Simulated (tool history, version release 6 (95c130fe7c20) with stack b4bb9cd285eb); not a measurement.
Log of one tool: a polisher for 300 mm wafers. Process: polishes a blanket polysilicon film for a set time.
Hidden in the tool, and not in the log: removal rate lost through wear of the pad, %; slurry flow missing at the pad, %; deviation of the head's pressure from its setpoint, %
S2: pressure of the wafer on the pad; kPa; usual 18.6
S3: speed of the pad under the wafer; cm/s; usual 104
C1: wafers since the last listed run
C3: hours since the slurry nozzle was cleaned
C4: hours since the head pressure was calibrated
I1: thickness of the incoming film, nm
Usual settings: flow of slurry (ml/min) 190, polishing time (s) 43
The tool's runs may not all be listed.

{"run": 1, "hour": 0.0, "flow of slurry (ml/min)": 235, "S2": 15.2, "S3": 104, "polishing time (s)": 43, "C1": 0, "wafers polished on this pad": 147, "C3": 170.2, "C4": 1031.3, "I1": 1006.9, "film removed (Å)": 2928}
{"run": 2, "hour": 17.3, "flow of slurry (ml/min)": 235, "S2": 15.2, "S3": 104, "polishing time (s)": 43, "C1": 151, "wafers polished on this pad": 298, "C3": 187.5, "C4": 1048.6, "I1": 1022.9, "film removed (Å)": 2880}
{"run": 3, "hour": 29.0, "flow of slurry (ml/min)": 235, "S2": 15.2, "S3": 104, "polishing time (s)": 43, "C1": 102, "wafers polished on this pad": 401, "C3": 199.2, "C4": 1060.3, "I1": 1009.6, "film removed (Å)": 2876}
{"run": 4, "hour": 43.3, "flow of slurry (ml/min)": 190, "S2": 18.6, "S3": 104, "polishing time (s)": 43, "C1": 125, "wafers polished on this pad": 527, "C3": 213.5, "C4": 1074.6, "I1": 996.8, "film removed (Å)": 3444}
{"run": 5, "hour": 50.3, "flow of slurry (ml/min)": 190, "S2": 18.6, "S3": 104, "polishing time (s)": 43, "C1": 61, "wafers polished on this pad": 588, "C3": 220.5, "C4": 1081.6, "I1": 1013.4, "film removed (Å)": 3454}
{"run": 6, "hour": 58.3, "flow of slurry (ml/min)": 190, "S2": 18.6, "S3": 104, "polishing time (s)": 43, "C1": 70, "wafers polished on this pad": 658, "C3": 228.5, "C4": 1089.6, "I1": 1009.4, "film removed (Å)": 3477}
{"run": 7, "hour": 65.4, "flow of slurry (ml/min)": 190, "S2": 18.6, "S3": 78, "polishing time (s)": 39, "C1": 62, "wafers polished on this pad": 721, "C3": 235.6, "C4": 1096.7, "I1": 1010.5, "film removed (Å)": 2368}
{"run": 8, "hour": 74.6, "flow of slurry (ml/min)": 190, "S2": 18.6, "S3": 78, "polishing time (s)": 39, "C1": 80, "wafers polished on this pad": 801, "C3": 244.8, "C4": 1105.9, "I1": 1018.2, "film removed (Å)": 2355}
{"hour": 83.0, "done": "worn pad replaced by a new one"}
{"run": 9, "hour": 85.1, "flow of slurry (ml/min)": 190, "S2": 18.6, "S3": 104, "polishing time (s)": 43, "C1": 57, "wafers polished on this pad": 18, "C3": 255.3, "C4": 1116.4, "I1": 1002.4, "film removed (Å)": 3469}
{"hour": 94.7, "done": "slurry nozzle cleaned"}
{"run": 10, "hour": 95.2, "flow of slurry (ml/min)": 190, "S2": 14.5, "S3": 104, "polishing time (s)": 43, "C1": 79, "wafers polished on this pad": 98, "C3": 0.5, "C4": 1126.5, "I1": 1006.0, "film removed (Å)": 2667}
{"run": 11, "hour": 110.3, "flow of slurry (ml/min)": 190, "S2": 18.6, "S3": 104, "polishing time (s)": 43, "C1": 132, "wafers polished on this pad": 230, "C3": 15.6, "C4": 1141.6, "I1": 1013.2, "film removed (Å)": 3450}
{"run": 12, "hour": 119.4, "flow of slurry (ml/min)": 190, "S2": 13.1, "S3": 84, "polishing time (s)": 43, "C1": 79, "wafers polished on this pad": 310, "C3": 24.7, "C4": 1150.7, "I1": 1004.3, "film removed (Å)": 1972}
{"run": 13, "hour": 130.7, "flow of slurry (ml/min)": 135, "S2": 16.5, "S3": 104, "polishing time (s)": 43, "C1": 99, "wafers polished on this pad": 409, "C3": 36.0, "C4": 1162.0, "I1": 1021.1, "film removed (Å)": 3002}
{"run": 14, "hour": 147.2, "flow of slurry (ml/min)": 230, "S2": 15.2, "S3": 104, "polishing time (s)": 43, "C1": 144, "wafers polished on this pad": 554, "C3": 52.5, "C4": 1178.5, "I1": 1004.8, "film removed (Å)": 2859}
{"hour": 161.8, "done": "head pressure recalibrated"}
{"run": 15, "hour": 162.3, "flow of slurry (ml/min)": 190, "S2": 18.6, "S3": 104, "polishing time (s)": 43, "C1": 114, "wafers polished on this pad": 669, "C3": 67.6, "C4": 0.5, "I1": 1018.6, "film removed (Å)": 3455}
{"hour": 180.0, "done": "worn pad replaced by a new one"}
{"run": 16, "hour": 186.9, "flow of slurry (ml/min)": 190, "S2": 13.1, "S3": 104, "polishing time (s)": 43, "C1": 180, "wafers polished on this pad": 60, "C3": 92.2, "C4": 25.1, "I1": 1007.0, "film removed (Å)": 2446}
{"run": 17, "hour": 196.3, "flow of slurry (ml/min)": 190, "S2": 18.6, "S3": 94, "polishing time (s)": 43, "C1": 82, "wafers polished on this pad": 143, "C3": 101.6, "C4": 34.5, "I1": 1025.7, "film removed (Å)": 3155}
{"run": 18, "hour": 208.2, "flow of slurry (ml/min)": 140, "S2": 16.5, "S3": 104, "polishing time (s)": 43, "C1": 104, "wafers polished on this pad": 247, "C3": 113.5, "C4": 46.4, "I1": 1023.5, "film removed (Å)": 3004}
{"run": 19, "hour": 220.9, "flow of slurry (ml/min)": 150, "S2": 24.1, "S3": 94, "polishing time (s)": 39, "C1": 111, "wafers polished on this pad": 359, "C3": 126.2, "C4": 59.1, "I1": 1018.9, "film removed (Å)": 3589}
{"run": 20, "hour": 236.7, "flow of slurry (ml/min)": 190, "S2": 18.6, "S3": 92, "polishing time (s)": 53, "C1": 138, "wafers polished on this pad": 498, "C3": 142.0, "C4": 74.9, "I1": 1006.5, "film removed (Å)": 3792}
{"run": 21, "hour": 245.0, "flow of slurry (ml/min)": 190, "S2": 18.6, "S3": 132, "polishing time (s)": 43, "C1": 72, "wafers polished on this pad": 570, "C3": 150.3, "C4": 83.2, "I1": 1015.0, "film removed (Å)": 4367}
{"run": 22, "hour": 260.1, "flow of slurry (ml/min)": 190, "S2": 18.6, "S3": 104, "polishing time (s)": 43, "C1": 132, "wafers polished on this pad": 703, "C3": 165.4, "C4": 98.3, "I1": 1003.6, "film removed (Å)": 3457}
{"run": 23, "hour": 274.2, "flow of slurry (ml/min)": 190, "S2": 18.6, "S3": 104, "polishing time (s)": 30, "C1": 123, "wafers polished on this pad": 827, "C3": 179.5, "C4": 112.4, "I1": 1006.8, "film removed (Å)": 2433}

3 ways to go on from here, each from the tool as it stands after run 23. What would each give?
{"run": "A", "hour": 274.6, "flow of slurry (ml/min)": 190, "S2": 18.6, "S3": 104, "polishing time (s)": 43, "C1": 3, "wafers polished on this pad": 830, "C3": 179.9, "C4": 112.8, "I1": 999.7, "film removed (Å)": "?"}
{"run": "B", "hour": 274.6, "flow of slurry (ml/min)": 155, "S2": 18.6, "S3": 104, "polishing time (s)": 31, "C1": 3, "wafers polished on this pad": 830, "C3": 179.9, "C4": 112.8, "I1": 999.7, "film removed (Å)": "?"}
{"run": "C", "hour": 274.6, "flow of slurry (ml/min)": 245, "S2": 23.4, "S3": 140, "polishing time (s)": 51, "C1": 3, "wafers polished on this pad": 830, "C3": 179.9, "C4": 112.8, "I1": 999.7, "film removed (Å)": "?"}

run=A film_removed_(Å)=3472
run=B film_removed_(Å)=2455
run=C film_removed_(Å)=7140
Without the tool's hidden state the same runs would have given:
run=A film_removed_(Å)=3472
run=B film_removed_(Å)=2455
run=C film_removed_(Å)=7140
